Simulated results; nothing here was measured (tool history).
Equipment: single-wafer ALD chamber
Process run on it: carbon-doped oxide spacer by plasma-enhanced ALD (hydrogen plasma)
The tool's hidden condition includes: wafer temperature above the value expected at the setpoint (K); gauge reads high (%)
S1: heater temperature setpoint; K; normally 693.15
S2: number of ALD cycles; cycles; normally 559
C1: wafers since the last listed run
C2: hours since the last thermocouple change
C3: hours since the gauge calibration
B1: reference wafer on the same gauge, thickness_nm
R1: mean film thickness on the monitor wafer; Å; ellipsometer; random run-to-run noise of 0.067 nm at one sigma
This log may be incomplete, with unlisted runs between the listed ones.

run   hour      S1   S2  C1      C2     C3      B1      R1
  1      0  693.15  559   0   943.7   31.1  26.326  234.05
  2   14.2  693.15  559   7   957.9   45.3  26.278  232.17
  3   27.7  693.15  559   7   971.4   58.8  26.268  233.12
  4     44  693.15  559   8   987.7   75.1  26.336  232.58
  5   61.3  693.15  559   9    1005   92.4  26.286   233.6
  6     73  693.15  559   6  1016.7  104.1  26.313  232.04
      91.2  -- gauge calibrated
      92.4  -- thermocouple changed; heater temperature recalibrated
  7   92.9  693.15  559   6     0.5    1.7  26.311   233.1
  8   99.4  693.15  559   3       7    8.2  26.264  232.75
  9  115.3  693.15  559   8    22.9   24.1  26.304   232.8
 10  121.5  687.15  488   3    29.1   30.3  26.312  207.79
 11  136.6  699.15  616   8    44.2   45.4  26.306  249.69
 12  143.8  707.15  631   3    51.4   52.6  26.307  249.47
 13  153.4  693.15  559   5      61   62.2  26.298  233.21
 14  168.1  681.15  528   8    75.7   76.9  26.247  229.26
 15  184.6  687.15  464   9    92.2   93.4  26.274  198.34
 16    199  693.15  514   7   106.6  107.8  26.326  213.08
 17  213.2  693.15  559   7   120.8    122  26.325  232.14
 18  224.5  700.15  559   6   132.1  133.3    26.3  227.27
 19  241.6  702.15  629   9   149.2  150.4  26.303  253.32

Alternative continuations, all from the tool just after run 19; predict every row:
  A  242.9  693.15  559   0  150.5  151.7   ?   ?
  B  242.9  700.15  663   0  150.5  151.7   ?   ?
  C  242.9  686.15  644   0  150.5  151.7   ?   ?

run      B1      R1
  A  26.281   231.2
  B  26.281  267.23
  C  26.281  273.14
What these runs would have given with no unlogged condition in the tool:
run      R1
  A   231.2
  B  267.23
  C  273.14

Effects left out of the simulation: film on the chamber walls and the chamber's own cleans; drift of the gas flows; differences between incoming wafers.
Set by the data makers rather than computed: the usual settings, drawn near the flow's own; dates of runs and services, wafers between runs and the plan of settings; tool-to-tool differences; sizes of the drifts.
